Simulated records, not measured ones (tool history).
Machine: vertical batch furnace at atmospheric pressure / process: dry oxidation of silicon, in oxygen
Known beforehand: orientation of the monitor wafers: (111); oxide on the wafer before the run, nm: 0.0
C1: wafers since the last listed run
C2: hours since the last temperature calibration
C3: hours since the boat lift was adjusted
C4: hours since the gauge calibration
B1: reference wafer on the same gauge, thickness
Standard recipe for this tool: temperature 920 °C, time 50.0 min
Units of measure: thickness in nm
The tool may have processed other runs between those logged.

run 1 hour=0.0 | temperature=920 time=50.0 | C1=0 C2=2468.3 C3=1154.7 C4=1021.2 | B1=30.89 | thickness=33.90
run 2 hour=71.8 | temperature=920 time=40.5 | C1=1328 C2=2540.1 C3=1226.5 C4=1093.0 | B1=30.89 | thickness=29.26
run 3 hour=122.0 | temperature=932 time=33.0 | C1=928 C2=2590.3 C3=1276.7 C4=1143.2 | B1=30.89 | thickness=28.31
run 4 hour=188.3 | temperature=932 time=33.0 | C1=1226 C2=2656.6 C3=1343.0 C4=1209.5 | B1=30.91 | thickness=28.40
run 5 hour=259.1 | temperature=932 time=33.0 | C1=1309 C2=2727.4 C3=1413.8 C4=1280.3 | B1=30.89 | thickness=28.39
run 6 hour=339.1 | temperature=920 time=50.0 | C1=1480 C2=2807.4 C3=1493.8 C4=1360.3 | B1=30.88 | thickness=33.82
run 7 hour=444.1 | temperature=920 time=50.0 | C1=1942 C2=2912.4 C3=1598.8 C4=1465.3 | B1=30.90 | thickness=33.68
run 8 hour=541.7 | temperature=920 time=50.0 | C1=1805 C2=3010.0 C3=1696.4 C4=1562.9 | B1=30.88 | thickness=33.89
run 9 hour=648.1 | temperature=900 time=50.0 | C1=1968 C2=3116.4 C3=1802.8 C4=1669.3 | B1=30.89 | thickness=27.73
run 10 hour=746.5 | temperature=920 time=50.0 | C1=1820 C2=3214.8 C3=1901.2 C4=1767.7 | B1=30.89 | thickness=33.79
-- hour=858.8 thermocouples replaced and temperature profile calibrated
-- hour=1043.8 gauge calibrated
run 11 hour=1067.0 | temperature=920 time=50.0 | C1=5486 C2=208.2 C3=2221.7 C4=23.2 | B1=30.89 | thickness=32.13
-- hour=1129.7 boat lift adjusted
run 12 hour=1165.9 | temperature=920 time=50.0 | C1=1385 C2=307.1 C3=36.2 C4=122.1 | B1=30.89 | thickness=32.66
run 13 hour=1259.6 | temperature=901 time=29.0 | C1=1733 C2=400.8 C3=129.9 C4=215.8 | B1=30.90 | thickness=18.57
run 14 hour=1325.8 | temperature=911 time=50.0 | C1=1224 C2=467.0 C3=196.1 C4=282.0 | B1=30.90 | thickness=30.01
run 15 hour=1405.3 | temperature=940 time=31.5 | C1=1470 C2=546.5 C3=275.6 C4=361.5 | B1=30.90 | thickness=28.71
run 16 hour=1451.0 | temperature=920 time=50.0 | C1=845 C2=592.2 C3=321.3 C4=407.2 | B1=30.88 | thickness=32.78
run 17 hour=1531.0 | temperature=903 time=30.0 | C1=1480 C2=672.2 C3=401.3 C4=487.2 | B1=30.91 | thickness=19.44
run 18 hour=1573.6 | temperature=920 time=50.0 | C1=788 C2=714.8 C3=443.9 C4=529.8 | B1=30.90 | thickness=32.98
run 19 hour=1640.6 | temperature=905 time=50.0 | C1=1239 C2=781.8 C3=510.9 C4=596.8 | B1=30.90 | thickness=28.48
run 20 hour=1712.7 | temperature=908 time=72.5 | C1=1334 C2=853.9 C3=583.0 C4=668.9 | B1=30.90 | thickness=38.15
run 21 hour=1779.4 | temperature=920 time=32.5 | C1=1234 C2=920.6 C3=649.7 C4=735.6 | B1=30.89 | thickness=24.59
run 22 hour=1848.3 | temperature=907 time=72.5 | C1=1274 C2=989.5 C3=718.6 C4=804.5 | B1=30.92 | thickness=37.61
run 23 hour=1938.3 | temperature=920 time=50.0 | C1=1665 C2=1079.5 C3=808.6 C4=894.5 | B1=30.90 | thickness=33.09
run 24 hour=2005.7 | temperature=933 time=50.0 | C1=1247 C2=1146.9 C3=876.0 C4=961.9 | B1=30.91 | thickness=37.49

Difference, measured minus no-hidden-state, one row per run. Run-to-run variation is common to both terms; the gauge's own scatter need not be:
Hidden state at play: true tube temperature minus thermocouple reading, K; monitor wafer colder than the profiled boat position, K; gauge reads high (%).
run=1 thickness=+1.07
run=2 thickness=+0.93
run=3 thickness=+0.83
run=4 thickness=+0.83
run=5 thickness=+0.83
run=6 thickness=+1.04
run=7 thickness=+1.03
run=8 thickness=+1.02
run=9 thickness=+0.86
run=10 thickness=+0.97
run=11 thickness=-0.87
run=12 thickness=+0.04
run=13 thickness=+0.05
run=14 thickness=+0.10
run=15 thickness=+0.11
run=16 thickness=+0.15
run=17 thickness=+0.12
run=18 thickness=+0.20
run=19 thickness=+0.20
run=20 thickness=+0.28
run=21 thickness=+0.19
run=22 thickness=+0.31
run=23 thickness=+0.28
run=24 thickness=+0.30
